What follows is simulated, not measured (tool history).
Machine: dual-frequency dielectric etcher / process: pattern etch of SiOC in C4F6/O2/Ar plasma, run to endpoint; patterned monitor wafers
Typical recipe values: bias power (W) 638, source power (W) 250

run,day,bias power (W),source power (W),wafers since the last listed run,hours since the last wet clean,hours since the last bias power generator calibration,hours since the last source power generator calibration,hours since the last upper electrode change,"incoming incoming film thickness, nm",endpoint time (s)
1,0.000,638,250,0,362.7,2062.1,4615.2,1767.1,37.22,12.5
2,0.588,638,250,303,376.8,2076.2,4629.3,1781.2,36.92,12.4
3,1.329,528,250,383,394.6,2094.0,4647.1,1799.0,37.37,13.3
4,1.992,638,230,342,410.5,2109.9,4663.0,1814.9,37.36,12.9
5,2.617,638,230,323,425.5,2124.9,4678.0,1829.9,37.34,12.9
6,2.892,638,230,142,432.1,2131.5,4684.6,1836.5,37.15,12.9
7,3.629,638,250,381,449.8,2149.2,4702.3,1854.2,37.06,12.4
8,4.212,638,250,301,463.8,2163.2,4716.3,1868.2,36.85,12.2
9,4.704,638,250,254,475.6,2175.0,4728.1,1880.0,36.99,12.2
10,5.229,638,270,271,488.2,2187.6,4740.7,1892.6,37.28,12.0
11,5.633,638,270,208,497.9,2197.3,4750.4,1902.3,36.78,11.9
12,5.954,638,270,165,505.6,2205.0,4758.1,1910.0,36.97,11.9
13,6.358,749,270,208,515.3,2214.7,4767.8,1919.7,36.86,11.2
14,6.738,513,250,196,524.4,2223.8,4776.9,1928.8,37.24,13.4
15,8.483,516,250,902,566.3,2265.7,4818.8,1970.7,37.32,13.3
16,8.833,638,250,180,574.7,2274.1,4827.2,1979.1,36.80,12.2
17,9.233,747,220,206,584.3,2283.7,4836.8,1988.7,37.01,12.3
18,9.954,638,250,372,601.6,2301.0,4854.1,2006.0,36.80,12.1
19,10.396,689,220,228,612.2,2311.6,4864.7,2016.6,36.74,12.5
# day 11.738: wet clean of the chamber
20,11.758,507,210,187,0.5,2344.3,4897.4,2049.3,37.22,14.8
21,11.771,721,250,6,0.8,2344.6,4897.7,2049.6,37.42,12.3
22,11.921,733,270,77,4.4,2348.2,4901.3,2053.2,36.93,11.6
23,12.571,486,210,336,20.0,2363.8,4916.9,2068.8,37.13,14.9
# day 13.217: source power generator calibrated
# day 13.342: bias power generator calibrated
24,13.671,638,250,419,46.4,7.9,10.9,2095.2,37.16,12.6
# day 14.854: upper electrode replaced
25,14.875,782,250,105,75.3,36.8,39.8,0.5,37.27,11.8
26,15.033,638,250,81,79.1,40.6,43.6,4.3,37.13,12.6
27,15.750,779,300,370,96.3,57.8,60.8,21.5,36.85,10.8
28,16.004,754,230,131,102.4,63.9,66.9,27.6,36.96,12.3
29,16.650,638,250,333,117.9,79.4,82.4,43.1,36.97,12.5
30,18.375,695,210,891,159.3,120.8,123.8,84.5,37.13,13.1
31,18.996,526,210,320,174.2,135.7,138.7,99.4,36.77,14.3
32,19.642,688,280,333,189.7,151.2,154.2,114.9,36.86,11.6
33,20.383,719,250,383,207.5,169.0,172.0,132.7,37.40,12.1
34,20.829,782,200,230,218.2,179.7,182.7,143.4,36.98,12.7
35,21.212,553,270,198,227.4,188.9,191.9,152.6,36.66,12.7

The tool's hidden state at each run:
bias power that arrives over what is set, %: 0 across all the runs
source power that arrives over what is set, %: 0 across all the runs
H1: etch rate over this chamber's usual, %
run,H1
1,1.92
2,1.98
3,2.06
4,2.14
5,2.21
6,2.24
7,2.32
8,2.39
9,2.44
10,2.5
11,2.54
12,2.58
13,2.62
14,2.67
15,2.86
16,2.9
17,2.94
18,3.02
19,3.07
20,-0.146
21,-0.145
22,-0.128
23,-0.0556
24,0.0668
25,0.201
26,0.218
27,0.298
28,0.326
29,0.398
30,0.59
31,0.659
32,0.731
33,0.813
34,0.863
35,0.906

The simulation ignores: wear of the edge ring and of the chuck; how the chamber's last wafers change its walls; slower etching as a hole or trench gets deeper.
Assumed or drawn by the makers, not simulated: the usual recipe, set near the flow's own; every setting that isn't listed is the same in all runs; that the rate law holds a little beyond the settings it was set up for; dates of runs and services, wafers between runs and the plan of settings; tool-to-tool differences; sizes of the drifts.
